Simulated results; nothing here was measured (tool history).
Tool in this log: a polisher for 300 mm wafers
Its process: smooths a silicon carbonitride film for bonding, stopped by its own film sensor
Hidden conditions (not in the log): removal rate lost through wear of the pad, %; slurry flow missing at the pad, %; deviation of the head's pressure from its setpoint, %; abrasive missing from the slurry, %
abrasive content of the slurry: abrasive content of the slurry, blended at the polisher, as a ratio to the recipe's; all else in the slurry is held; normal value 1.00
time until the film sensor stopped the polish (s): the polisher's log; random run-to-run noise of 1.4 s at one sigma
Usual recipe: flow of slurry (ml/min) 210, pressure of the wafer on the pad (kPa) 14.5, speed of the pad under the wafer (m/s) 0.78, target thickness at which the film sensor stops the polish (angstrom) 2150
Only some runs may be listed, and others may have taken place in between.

run	hour	flow of slurry (ml/min)	pressure of the wafer on the pad (kPa)	speed of the pad under the wafer (m/s)	abrasive content of the slurry	target thickness at which the film sensor stops the polish (angstrom)	wafers since the last listed run	wafers polished on this pad	hours since the slurry nozzle was cleaned	hours since the head pressure was calibrated	hours since the slurry blender was calibrated	incoming thickness of the incoming film, nm	time until the film sensor stopped the polish (s)
1	0.0	210	14.5	0.78	1.00	2150	0	980	198.3	144.6	168.8	230.8	82.1
2	32.4	210	14.5	0.78	1.00	2150	267	1247	230.7	177.0	201.2	232.9	89.2
3	95.3	210	14.5	0.78	1.05	2150	518	1766	293.6	239.9	264.1	230.4	82.5
4	139.3	210	14.5	0.78	1.05	2150	362	2129	337.6	283.9	308.1	229.7	77.3
5	167.2	210	14.5	0.78	1.30	2170	230	2359	365.5	311.8	336.0	231.0	70.1
6	204.6	210	14.5	0.78	1.00	2150	308	2668	402.9	349.2	373.4	230.7	90.0
7	251.1	210	17.2	0.90	1.20	2110	383	3051	449.4	395.7	419.9	229.4	78.8
# hour 266.6: slurry blender recalibrated
8	295.1	210	9.7	0.78	0.90	2100	346	3398	493.4	439.7	28.5	227.4	139.0
# hour 338.2: slurry nozzle cleaned
# hour 339.3: worn pad replaced by a new one
9	361.1	210	14.5	0.78	1.15	2150	527	180	22.9	505.7	94.5	234.2	91.7
10	399.1	210	14.5	0.86	1.00	2150	313	493	60.9	543.7	132.5	228.6	64.1
11	429.1	255	16.5	1.04	1.00	2190	247	740	90.9	573.7	162.5	230.4	41.4
12	499.5	210	14.5	0.78	1.00	2150	580	1321	161.3	644.1	232.9	227.7	65.9
13	539.5	285	12.4	1.02	1.00	2130	329	1651	201.3	684.1	272.9	231.5	82.5
14	604.1	140	14.5	0.78	1.00	2180	532	2184	265.9	748.7	337.5	230.3	73.0
15	629.9	210	13.1	0.64	0.90	2150	212	2397	291.7	774.5	363.3	231.8	119.2
16	683.3	210	15.9	0.78	1.00	2150	440	2837	345.1	827.9	416.7	227.4	63.6
# hour 714.2: head pressure recalibrated
17	731.6	255	14.5	0.78	1.00	2150	381	3219	393.4	17.4	465.0	232.1	94.8
# hour 765.5: slurry blender recalibrated
18	785.5	210	11.7	0.92	1.00	2150	428	3647	447.3	71.3	20.0	226.7	70.4
# hour 796.9: slurry nozzle cleaned
19	822.1	210	14.5	0.78	1.00	2150	293	3941	25.2	107.9	56.6	233.8	108.8
# hour 844.6: worn pad replaced by a new one
20	883.5	140	14.5	0.54	1.00	2150	473	320	86.6	169.3	118.0	230.4	114.7
21	974.4	210	14.5	0.96	1.25	2150	749	1070	177.5	260.2	208.9	229.6	60.7
22	1039.8	210	14.5	0.78	0.70	2150	539	1609	242.9	325.6	274.3	234.8	119.6
23	1098.6	210	14.5	0.78	1.00	2150	485	2094	301.7	384.4	333.1	226.8	63.0
24	1138.9	275	11.0	0.58	1.00	2150	332	2427	342.0	424.7	373.4	229.1	114.5
25	1202.0	210	14.5	0.78	1.00	2150	520	2947	405.1	487.8	436.5	232.4	98.4
26	1248.9	155	14.5	0.78	0.75	2170	386	3334	452.0	534.7	483.4	229.4	86.9
# hour 1253.3: slurry blender recalibrated
# hour 1288.4: worn pad replaced by a new one
27	1288.9	210	14.5	0.78	1.00	2150	280	3	492.0	574.7	35.6	230.8	86.7
# hour 1319.4: slurry nozzle cleaned
28	1326.2	210	14.5	0.78	1.00	2150	299	303	6.8	612.0	72.9	231.3	82.1
29	1374.0	210	11.0	0.78	1.00	2150	394	697	54.6	659.8	120.7	229.6	88.4

Branching from run 29: 5 alternative next runs. What would each branch give?
A	1374.5	190	14.5	0.78	1.00	2150	4	701	55.1	660.3	121.2	228.3	?
B	1374.5	210	14.5	0.70	0.70	2150	4	701	55.1	660.3	121.2	228.3	?
C	1374.5	140	14.5	0.78	1.00	2150	4	701	55.1	660.3	121.2	228.3	?
D	1374.5	255	14.5	0.78	1.20	2150	4	701	55.1	660.3	121.2	228.3	?
E	1374.5	210	19.3	0.78	1.00	2190	4	701	55.1	660.3	121.2	228.3	?

run	time until the film sensor stopped the polish (s)
A	71.0
B	87.8
C	75.3
D	63.9
E	39.8
With the hidden condition removed and each run's random variation left untouched, the same runs would have given:
run	time until the film sensor stopped the polish (s)
A	70.4
B	87.1
C	74.5
D	63.4
E	39.5
